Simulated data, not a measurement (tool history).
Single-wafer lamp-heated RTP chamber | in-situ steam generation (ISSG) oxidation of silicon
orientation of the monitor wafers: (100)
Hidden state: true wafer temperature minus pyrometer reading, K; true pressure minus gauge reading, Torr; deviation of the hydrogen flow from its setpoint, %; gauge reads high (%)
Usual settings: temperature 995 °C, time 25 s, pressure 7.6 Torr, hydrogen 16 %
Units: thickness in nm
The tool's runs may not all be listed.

run   hour  temperature  time  pressure  hydrogen  wafers since the last listed run  wafers since the last pyrometer calibration  hours since the pressure gauge was zeroed  hours since the hydrogen flow controller was replaced  hours since the gauge calibration  read-back reference wafer on the same gauge, thickness  thickness
  1    0.0          995    25       7.6        16                                 0                                         2285                                     2240.7                                                 2730.7                               21.2                                                   6.616      6.009
  2   17.1          983    25       7.6        16                               162                                         2447                                     2257.8                                                 2747.8                               38.3                                                   6.623      5.737
  3   34.9          983    25       7.6        16                               168                                         2615                                     2275.6                                                 2765.6                               56.1                                                   6.607      5.665
  4   44.4          983    25       7.6        16                                90                                         2706                                     2285.1                                                 2775.1                               65.6                                                   6.618      5.739
  5   53.2          995    25       7.6        23                                83                                         2789                                     2293.9                                                 2783.9                               74.4                                                   6.602      6.565
  6   64.1          995    25       7.6        23                               103                                         2892                                     2304.8                                                 2794.8                               85.3                                                   6.606      6.443
  7   79.5          995    25       7.6        16                               145                                         3038                                     2320.2                                                 2810.2                              100.7                                                   6.593      5.994
  8   93.6          995    25       7.6        16                               133                                         3172                                     2334.3                                                 2824.3                              114.8                                                   6.607      6.007
  9  101.9          995    25       7.6        16                                78                                         3251                                     2342.6                                                 2832.6                              123.1                                                   6.600      5.977
 10  112.1          995    25       7.6        16                                96                                         3347                                     2352.8                                                 2842.8                              133.3                                                   6.599      6.008
 11  122.7          995    25       7.6        16                               100                                         3448                                     2363.4                                                 2853.4                              143.9                                                   6.606      6.018
 12  132.1          995    25       8.1        16                                89                                         3537                                     2372.8                                                 2862.8                              153.3                                                   6.609      6.065
 13  145.9          995    25       8.1        16                               130                                         3668                                     2386.6                                                 2876.6                              167.1                                                   6.618      5.989
 14  165.1          995    25       7.6        22                               182                                         3850                                     2405.8                                                 2895.8                              186.3                                                   6.632      6.494
     182.9  -- hydrogen flow controller replaced
 15  183.4          995    25       7.6        16                                97                                         3947                                     2424.1                                                    0.5                              204.6                                                   6.607      5.974
 16  187.0          995    25       7.6        16                                34                                         3982                                     2427.7                                                    4.1                              208.2                                                   6.613      6.025
     200.9  -- pyrometer window cleaned and pyrometer calibrated
 17  201.4          995    28       8.0        11                                60                                            5                                     2442.1                                                   18.5                              222.6                                                   6.610      5.653
 18  210.5          995    25       7.6        19                                86                                           91                                     2451.2                                                   27.6                              231.7                                                   6.615      6.030
     213.9  -- gauge calibrated
     219.3  -- pressure gauge zeroed
 19  226.8          995    25       7.6        16                                78                                          170                                        7.5                                                   43.9                               12.9                                                   6.624      5.804
 20  233.7          995    25       9.1        16                                65                                          235                                       14.4                                                   50.8                               19.8                                                   6.607      5.746
 21  241.5          995    25       8.1        16                                73                                          309                                       22.2                                                   58.6                               27.6                                                   6.592      5.790
 22  252.0          995    25       8.0        11                                99                                          409                                       32.7                                                   69.1                               38.1                                                   6.605      5.382
 23  267.3          983    20       7.6        16                               145                                          554                                       48.0                                                   84.4                               53.4                                                   6.609      4.988

Run 24 comes next. What will it give?
 24  277.5          995    21       6.9        16                                96                                          650                                       58.2                                                   94.6                               63.6                                                       ?          ?

Run 24 gave read-back reference wafer on the same gauge, thickness 6.606, thickness 5.332 nm.
Without the tool's hidden state the same run would have given thickness 5.234 nm.
